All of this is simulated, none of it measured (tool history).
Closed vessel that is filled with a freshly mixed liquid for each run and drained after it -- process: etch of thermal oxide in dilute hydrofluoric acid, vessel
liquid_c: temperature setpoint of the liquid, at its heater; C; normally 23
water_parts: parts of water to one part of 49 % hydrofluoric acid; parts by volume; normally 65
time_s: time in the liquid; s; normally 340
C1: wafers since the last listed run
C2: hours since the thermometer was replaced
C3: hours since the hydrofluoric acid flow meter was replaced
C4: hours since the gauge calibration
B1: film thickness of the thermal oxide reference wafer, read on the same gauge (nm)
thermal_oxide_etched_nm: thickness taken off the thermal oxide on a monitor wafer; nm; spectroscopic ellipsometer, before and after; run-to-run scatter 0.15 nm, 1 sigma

run 1 hour=0 | liquid_c=23 water_parts=65 time_s=340 | C1=0 C2=2351.5 C3=1190.4 C4=496.5 | B1=90 | thermal_oxide_etched_nm=23.05
run 2 hour=127 | liquid_c=23 water_parts=65 time_s=340 | C1=7625 C2=2478.5 C3=1317.4 C4=623.5 | B1=90 | thermal_oxide_etched_nm=22.97
run 3 hour=151.2 | liquid_c=23 water_parts=65 time_s=340 | C1=1453 C2=2502.7 C3=1341.6 C4=647.7 | B1=90.01 | thermal_oxide_etched_nm=23.06
run 4 hour=178 | liquid_c=23 water_parts=65 time_s=340 | C1=1609 C2=2529.5 C3=1368.4 C4=674.5 | B1=90.04 | thermal_oxide_etched_nm=23.1
run 5 hour=203.3 | liquid_c=23 water_parts=65 time_s=340 | C1=1519 C2=2554.8 C3=1393.7 C4=699.8 | B1=90.01 | thermal_oxide_etched_nm=23.2
run 6 hour=235.9 | liquid_c=23 water_parts=80 time_s=340 | C1=1957 C2=2587.4 C3=1426.3 C4=732.4 | B1=90.02 | thermal_oxide_etched_nm=18.5
-- hour=369.2 hydrofluoric acid flow meter replaced
run 7 hour=423.6 | liquid_c=23 water_parts=80 time_s=340 | C1=11210 C2=2775.1 C3=54.4 C4=920.1 | B1=90.01 | thermal_oxide_etched_nm=19.49
run 8 hour=453.2 | liquid_c=23 water_parts=65 time_s=340 | C1=1777 C2=2804.7 C3=84 C4=949.7 | B1=90.05 | thermal_oxide_etched_nm=24.5
run 9 hour=490.5 | liquid_c=27 water_parts=40 time_s=505 | C1=2239 C2=2842 C3=121.3 C4=987 | B1=90.03 | thermal_oxide_etched_nm=71.8
-- hour=515.2 gauge calibrated
run 10 hour=518.5 | liquid_c=20 water_parts=65 time_s=480 | C1=1681 C2=2870 C3=149.3 C4=3.3 | B1=89.95 | thermal_oxide_etched_nm=30.31
-- hour=529.9 thermometer replaced
run 11 hour=611.6 | liquid_c=24.5 water_parts=65 time_s=215 | C1=5530 C2=81.7 C3=242.4 C4=96.4 | B1=90 | thermal_oxide_etched_nm=16.35
run 12 hour=675.4 | liquid_c=24.5 water_parts=50 time_s=540 | C1=3830 C2=145.5 C3=306.2 C4=160.2 | B1=90 | thermal_oxide_etched_nm=53.87
run 13 hour=719.4 | liquid_c=25.5 water_parts=65 time_s=340 | C1=2642 C2=189.5 C3=350.2 C4=204.2 | B1=90.02 | thermal_oxide_etched_nm=26.68
run 14 hour=767.5 | liquid_c=23 water_parts=65 time_s=340 | C1=2888 C2=237.6 C3=398.3 C4=252.3 | B1=89.98 | thermal_oxide_etched_nm=23.97
run 15 hour=958.6 | liquid_c=23 water_parts=75 time_s=340 | C1=11474 C2=428.7 C3=589.4 C4=443.4 | B1=90.02 | thermal_oxide_etched_nm=20.48
run 16 hour=1020.3 | liquid_c=23 water_parts=65 time_s=340 | C1=3704 C2=490.4 C3=651.1 C4=505.1 | B1=89.95 | thermal_oxide_etched_nm=24.27

Measured result minus the same run's result without the hidden state. Both carry the same run-to-run variation, though not necessarily the same gauge scatter:
Hidden conditions of the tool in this case: liquid hotter than its thermometer reads (K); hydrofluoric acid flow below the setpoint (%); gauge reads high (%).
run=1 thermal_oxide_etched_nm=-1.36
run=2 thermal_oxide_etched_nm=-1.47
run=3 thermal_oxide_etched_nm=-1.51
run=4 thermal_oxide_etched_nm=-1.54
run=5 thermal_oxide_etched_nm=-1.57
run=6 thermal_oxide_etched_nm=-1.3
run=7 thermal_oxide_etched_nm=-0.07
run=8 thermal_oxide_etched_nm=-0.12
run=9 thermal_oxide_etched_nm=-0.44
run=10 thermal_oxide_etched_nm=-0.22
run=11 thermal_oxide_etched_nm=-0.18
run=12 thermal_oxide_etched_nm=-0.7
run=13 thermal_oxide_etched_nm=-0.4
run=14 thermal_oxide_etched_nm=-0.41
run=15 thermal_oxide_etched_nm=-0.51
run=16 thermal_oxide_etched_nm=-0.65

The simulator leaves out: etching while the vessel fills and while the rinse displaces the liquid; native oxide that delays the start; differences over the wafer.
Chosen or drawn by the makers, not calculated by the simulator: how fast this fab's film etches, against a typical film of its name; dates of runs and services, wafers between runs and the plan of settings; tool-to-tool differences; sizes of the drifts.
